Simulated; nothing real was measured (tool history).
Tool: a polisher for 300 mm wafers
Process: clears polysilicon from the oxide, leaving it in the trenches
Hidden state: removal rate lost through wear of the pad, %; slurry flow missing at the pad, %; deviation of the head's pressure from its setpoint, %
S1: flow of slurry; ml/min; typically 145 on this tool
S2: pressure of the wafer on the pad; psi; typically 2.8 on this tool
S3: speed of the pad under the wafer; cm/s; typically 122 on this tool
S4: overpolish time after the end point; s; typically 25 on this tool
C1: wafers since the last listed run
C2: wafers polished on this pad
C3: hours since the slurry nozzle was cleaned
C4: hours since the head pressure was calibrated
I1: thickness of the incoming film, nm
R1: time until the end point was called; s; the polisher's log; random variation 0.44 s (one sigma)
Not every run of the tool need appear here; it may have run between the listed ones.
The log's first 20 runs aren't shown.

{"run": 21, "hour": 518.7, "S1": 145, "S2": 2.8, "S3": 122, "S4": 25, "C1": 303, "C2": 1738, "C3": 334.5, "C4": 1066.4, "I1": 769.7, "R1": 45.9}
{"hour": 547.3, "done": "head pressure recalibrated"}
{"run": 22, "hour": 552.5, "S1": 185, "S2": 3.4, "S3": 96, "S4": 20, "C1": 395, "C2": 2133, "C3": 368.3, "C4": 5.2, "I1": 766.9, "R1": 45.3}
{"run": 23, "hour": 565.5, "S1": 145, "S2": 2.8, "S3": 142, "S4": 25, "C1": 161, "C2": 2295, "C3": 381.3, "C4": 18.2, "I1": 793.1, "R1": 40.9}
{"hour": 590.6, "done": "worn pad replaced by a new one"}
{"run": 24, "hour": 591.1, "S1": 145, "S2": 2.8, "S3": 162, "S4": 25, "C1": 268, "C2": 5, "C3": 406.9, "C4": 43.8, "I1": 771.5, "R1": 33.1}
{"run": 25, "hour": 617.5, "S1": 145, "S2": 2.8, "S3": 122, "S4": 15, "C1": 327, "C2": 333, "C3": 433.3, "C4": 70.2, "I1": 773.8, "R1": 44.9}
{"run": 26, "hour": 634.4, "S1": 95, "S2": 3.5, "S3": 80, "S4": 25, "C1": 209, "C2": 543, "C3": 450.2, "C4": 87.1, "I1": 781.7, "R1": 58.2}
{"run": 27, "hour": 653.3, "S1": 185, "S2": 2.2, "S3": 144, "S4": 34, "C1": 234, "C2": 778, "C3": 469.1, "C4": 106.0, "I1": 792.7, "R1": 47.6}
{"run": 28, "hour": 672.0, "S1": 125, "S2": 2.8, "S3": 122, "S4": 25, "C1": 232, "C2": 1010, "C3": 487.8, "C4": 124.7, "I1": 771.9, "R1": 47.0}
{"run": 29, "hour": 703.0, "S1": 145, "S2": 2.8, "S3": 122, "S4": 25, "C1": 385, "C2": 1395, "C3": 518.8, "C4": 155.7, "I1": 768.8, "R1": 46.1}
{"run": 30, "hour": 719.2, "S1": 115, "S2": 3.6, "S3": 138, "S4": 25, "C1": 201, "C2": 1597, "C3": 535.0, "C4": 171.9, "I1": 783.5, "R1": 33.8}
{"run": 31, "hour": 735.9, "S1": 115, "S2": 2.8, "S3": 122, "S4": 25, "C1": 207, "C2": 1804, "C3": 551.7, "C4": 188.6, "I1": 774.4, "R1": 48.4}
{"run": 32, "hour": 760.6, "S1": 145, "S2": 3.6, "S3": 86, "S4": 12, "C1": 306, "C2": 2111, "C3": 576.4, "C4": 213.3, "I1": 773.1, "R1": 49.3}
{"run": 33, "hour": 774.8, "S1": 145, "S2": 3.4, "S3": 144, "S4": 13, "C1": 176, "C2": 2287, "C3": 590.6, "C4": 227.5, "I1": 783.7, "R1": 33.4}
{"run": 34, "hour": 794.5, "S1": 145, "S2": 2.8, "S3": 122, "S4": 25, "C1": 244, "C2": 2532, "C3": 610.3, "C4": 247.2, "I1": 778.7, "R1": 45.8}
{"hour": 809.9, "done": "worn pad replaced by a new one"}
{"run": 35, "hour": 812.6, "S1": 130, "S2": 3.8, "S3": 106, "S4": 25, "C1": 175, "C2": 33, "C3": 628.4, "C4": 265.3, "I1": 779.0, "R1": 37.5}

Each row is a separate what-if for the run after 35, all from the same tool condition, not one after another. Results?
{"run": "A", "hour": 813.0, "S1": 145, "S2": 2.8, "S3": 134, "S4": 25, "C1": 4, "C2": 38, "C3": 628.8, "C4": 265.7, "I1": 771.7, "R1": "?"}
{"run": "B", "hour": 813.0, "S1": 145, "S2": 2.8, "S3": 154, "S4": 25, "C1": 4, "C2": 38, "C3": 628.8, "C4": 265.7, "I1": 771.7, "R1": "?"}
{"run": "C", "hour": 813.0, "S1": 145, "S2": 2.8, "S3": 92, "S4": 25, "C1": 4, "C2": 38, "C3": 628.8, "C4": 265.7, "I1": 771.7, "R1": "?"}
{"run": "D", "hour": 813.0, "S1": 110, "S2": 2.8, "S3": 122, "S4": 15, "C1": 4, "C2": 38, "C3": 628.8, "C4": 265.7, "I1": 771.7, "R1": "?"}

run=A R1=40.3
run=B R1=35.3
run=C R1=57.4
run=D R1=46.4
Had the tool no hidden state, the same runs would have come out as:
run=A R1=40.2
run=B R1=35.2
run=C R1=57.2
run=D R1=46.3
